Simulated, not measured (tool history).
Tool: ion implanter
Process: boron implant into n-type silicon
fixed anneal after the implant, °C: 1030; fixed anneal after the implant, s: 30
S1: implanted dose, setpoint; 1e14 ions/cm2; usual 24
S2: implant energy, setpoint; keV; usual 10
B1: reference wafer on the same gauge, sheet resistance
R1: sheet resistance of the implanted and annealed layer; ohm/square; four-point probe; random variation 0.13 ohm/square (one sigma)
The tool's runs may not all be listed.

{"run": 1, "hour": 0.0, "S1": 24, "S2": 10, "B1": 97.41, "R1": 85.03}
{"run": 2, "hour": 25.4, "S1": 24, "S2": 10, "B1": 97.42, "R1": 85.24}
{"run": 3, "hour": 40.7, "S1": 24, "S2": 10, "B1": 97.41, "R1": 84.86}
{"run": 4, "hour": 63.7, "S1": 24, "S2": 10, "B1": 97.38, "R1": 84.7}
{"hour": 79.4, "done": "gauge calibrated"}
{"run": 5, "hour": 86.6, "S1": 24, "S2": 10, "B1": 97.39, "R1": 84.96}
{"run": 6, "hour": 110.6, "S1": 24, "S2": 10, "B1": 97.4, "R1": 85}
{"run": 7, "hour": 143.9, "S1": 24, "S2": 10, "B1": 97.38, "R1": 84.94}
{"run": 8, "hour": 158.4, "S1": 24, "S2": 10, "B1": 97.36, "R1": 84.73}
{"run": 9, "hour": 175.0, "S1": 24, "S2": 10, "B1": 97.41, "R1": 85.09}
{"run": 10, "hour": 242.3, "S1": 24, "S2": 10, "B1": 97.4, "R1": 84.72}
{"run": 11, "hour": 273.0, "S1": 24, "S2": 10, "B1": 97.4, "R1": 84.71}
{"run": 12, "hour": 295.3, "S1": 21.65, "S2": 10, "B1": 97.37, "R1": 87.22}
{"run": 13, "hour": 310.5, "S1": 21.65, "S2": 10, "B1": 97.38, "R1": 87.35}
{"run": 14, "hour": 341.2, "S1": 21.65, "S2": 10, "B1": 97.4, "R1": 87.27}
{"run": 15, "hour": 358.9, "S1": 24, "S2": 10, "B1": 97.39, "R1": 84.56}
{"run": 16, "hour": 390.5, "S1": 24, "S2": 10, "B1": 97.39, "R1": 84.61}
{"run": 17, "hour": 406.4, "S1": 24, "S2": 10, "B1": 97.41, "R1": 84.51}
{"run": 18, "hour": 436.3, "S1": 21.92, "S2": 9, "B1": 97.41, "R1": 91.21}
{"run": 19, "hour": 458.1, "S1": 24, "S2": 10, "B1": 97.4, "R1": 84.82}
{"run": 20, "hour": 471.9, "S1": 30.08, "S2": 7.5, "B1": 97.42, "R1": 93.26}
{"run": 21, "hour": 500.8, "S1": 30.83, "S2": 12.5, "B1": 97.42, "R1": 71.56}
{"run": 22, "hour": 533.8, "S1": 24, "S2": 10, "B1": 97.4, "R1": 84.68}
{"hour": 562.2, "done": "extraction supply calibrated"}
{"run": 23, "hour": 567.4, "S1": 20.95, "S2": 11.5, "B1": 97.4, "R1": 82.89}
{"run": 24, "hour": 583.2, "S1": 26.68, "S2": 11.5, "B1": 97.42, "R1": 77.12}

The next listed run, before its measurement:
{"run": 25, "hour": 607.0, "S1": 24, "S2": 10, "B1": "?", "R1": "?"}

{"run 25": {"B1": 97.4, "R1": 84.48}}
Without the tool's hidden state the same run would have given R1 85.11 ohm/square.
